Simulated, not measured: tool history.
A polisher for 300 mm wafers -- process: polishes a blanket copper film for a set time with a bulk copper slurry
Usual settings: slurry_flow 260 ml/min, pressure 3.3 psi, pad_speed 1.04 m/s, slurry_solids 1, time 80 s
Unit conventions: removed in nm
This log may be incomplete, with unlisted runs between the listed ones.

| run | hour | slurry_flow | pressure | pad_speed | slurry_solids | time | wafers since the last listed run | wafers polished on this pad | hours since the slurry nozzle was cleaned | hours since the head pressure was calibrated | hours since the slurry blender was calibrated | incoming thickness of the incoming film, nm | removed |
|---|---|---|---|---|---|---|---|---|---|---|---|---|---|
| 1 | 0 | 260 | 3.3 | 1.04 | 1 | 80 | 0 | 791 | 190.9 | 282.7 | 137.7 | 3647.6 | 988.8 |
| 2 | 36.9 | 295 | 3.3 | 1.04 | 1 | 80 | 316 | 1108 | 227.8 | 319.6 | 174.6 | 3669.9 | 1015.3 |
| 3 | 144.5 | 295 | 3.3 | 1.04 | 1 | 80 | 922 | 2031 | 335.4 | 427.2 | 282.2 | 3707.6 | 969.4 |
|  | 213.6 | slurry blender recalibrated |
| 4 | 238.7 | 295 | 3.3 | 1.04 | 1 | 80 | 790 | 2822 | 429.6 | 521.4 | 25.1 | 3723.9 | 993.6 |
|  | 248.7 | slurry nozzle cleaned |
|  | 267.9 | worn pad replaced by a new one |
| 5 | 328.7 | 260 | 3.3 | 1.04 | 1.1 | 80 | 729 | 521 | 80 | 611.4 | 115.1 | 3634.9 | 1003.4 |
| 6 | 376.1 | 260 | 3.3 | 1.04 | 1 | 80 | 406 | 928 | 127.4 | 658.8 | 162.5 | 3636.3 | 965 |
|  | 434.6 | head pressure recalibrated |
| 7 | 461.1 | 260 | 3.3 | 1.04 | 1 | 80 | 711 | 1640 | 212.4 | 26.5 | 247.5 | 3716.8 | 969.6 |
| 8 | 542.5 | 260 | 3.3 | 1.04 | 1 | 80 | 698 | 2338 | 293.8 | 107.9 | 328.9 | 3670.7 | 920.7 |
|  | 628.8 | worn pad replaced by a new one |
| 9 | 630.2 | 260 | 3.3 | 1.04 | 1 | 80 | 717 | 11 | 381.5 | 195.6 | 416.6 | 3674.2 | 886 |
|  | 644.9 | slurry blender recalibrated |
| 10 | 666.3 | 260 | 3.3 | 1.04 | 1 | 80 | 292 | 304 | 417.6 | 231.7 | 21.4 | 3634.1 | 971.3 |
|  | 692 | slurry nozzle cleaned |
| 11 | 716.5 | 260 | 3.3 | 1.04 | 1 | 80 | 422 | 726 | 24.5 | 281.9 | 71.6 | 3699.4 | 1007.8 |
| 12 | 795.3 | 260 | 3.3 | 1.04 | 1 | 80 | 675 | 1402 | 103.3 | 360.7 | 150.4 | 3652.2 | 1008.7 |
| 13 | 876.5 | 295 | 3.3 | 1.04 | 1 | 80 | 696 | 2098 | 184.5 | 441.9 | 231.6 | 3660.5 | 989.2 |
|  | 985.6 | worn pad replaced by a new one |
| 14 | 986.1 | 260 | 4.3 | 1.04 | 0.8 | 68 | 905 | 4 | 294.1 | 551.5 | 341.2 | 3717.6 | 984.2 |
|  | 1038.1 | slurry blender recalibrated |
| 15 | 1050.8 | 260 | 2.3 | 1.04 | 1 | 80 | 537 | 542 | 358.8 | 616.2 | 12.7 | 3655.3 | 719.8 |
| 16 | 1107 | 260 | 2.9 | 1.32 | 0.75 | 101 | 482 | 1024 | 415 | 672.4 | 68.9 | 3612 | 1288.2 |
| 17 | 1150.4 | 320 | 3.3 | 0.68 | 0.7 | 58 | 372 | 1396 | 458.4 | 715.8 | 112.3 | 3638.7 | 435.8 |
|  | 1225.9 | slurry nozzle cleaned |
| 18 | 1246.5 | 295 | 3.3 | 1.04 | 1 | 80 | 815 | 2212 | 20.6 | 811.9 | 208.4 | 3732.1 | 1020.8 |
|  | 1272.4 | worn pad replaced by a new one |
|  | 1275.7 | head pressure recalibrated |
| 19 | 1308.5 | 260 | 3.3 | 1.04 | 1 | 80 | 480 | 292 | 82.6 | 32.8 | 270.4 | 3657.3 | 972.9 |
| 20 | 1414.8 | 185 | 3.3 | 1.04 | 1.3 | 100 | 911 | 1204 | 188.9 | 139.1 | 376.7 | 3655.7 | 1179.7 |
|  | 1443.4 | slurry blender recalibrated |
| 21 | 1456 | 260 | 2.9 | 1.04 | 1 | 103 | 336 | 1540 | 230.1 | 180.3 | 12.6 | 3699.2 | 1195.3 |
| 22 | 1512.3 | 260 | 3.3 | 1.04 | 1 | 80 | 482 | 2023 | 286.4 | 236.6 | 68.9 | 3732.8 | 1000.5 |
| 23 | 1565.3 | 260 | 3.3 | 1.04 | 1.25 | 80 | 454 | 2478 | 339.4 | 289.6 | 121.9 | 3710.6 | 1048.9 |
|  | 1621.7 | worn pad replaced by a new one |
| 24 | 1667.1 | 205 | 4.4 | 1.04 | 1 | 80 | 838 | 389 | 441.2 | 391.4 | 223.7 | 3611.5 | 1154 |

Forecast each of these 5 alternatives for the next run:
| A | 1667.6 | 260 | 3.3 | 1.04 | 1 | 58 | 4 | 393 | 441.7 | 391.9 | 224.2 | 3699.2 | ? |
| B | 1667.6 | 290 | 3.3 | 0.88 | 1 | 80 | 4 | 393 | 441.7 | 391.9 | 224.2 | 3699.2 | ? |
| C | 1667.6 | 260 | 3.3 | 1.3 | 1.1 | 80 | 4 | 393 | 441.7 | 391.9 | 224.2 | 3699.2 | ? |
| D | 1667.6 | 230 | 4.1 | 1.04 | 1.2 | 101 | 4 | 393 | 441.7 | 391.9 | 224.2 | 3699.2 | ? |
| E | 1667.6 | 205 | 3.3 | 1.04 | 1 | 80 | 4 | 393 | 441.7 | 391.9 | 224.2 | 3699.2 | ? |

| run | removed |
|---|---|
| A | 665.5 |
| B | 791.7 |
| C | 1168.9 |
| D | 1428.5 |
| E | 872.6 |
Had the tool no hidden state, the same runs would have come out as:
| run | removed |
|---|---|
| A | 748.2 |
| B | 883.5 |
| C | 1314.8 |
| D | 1622.8 |
| E | 1000.4 |
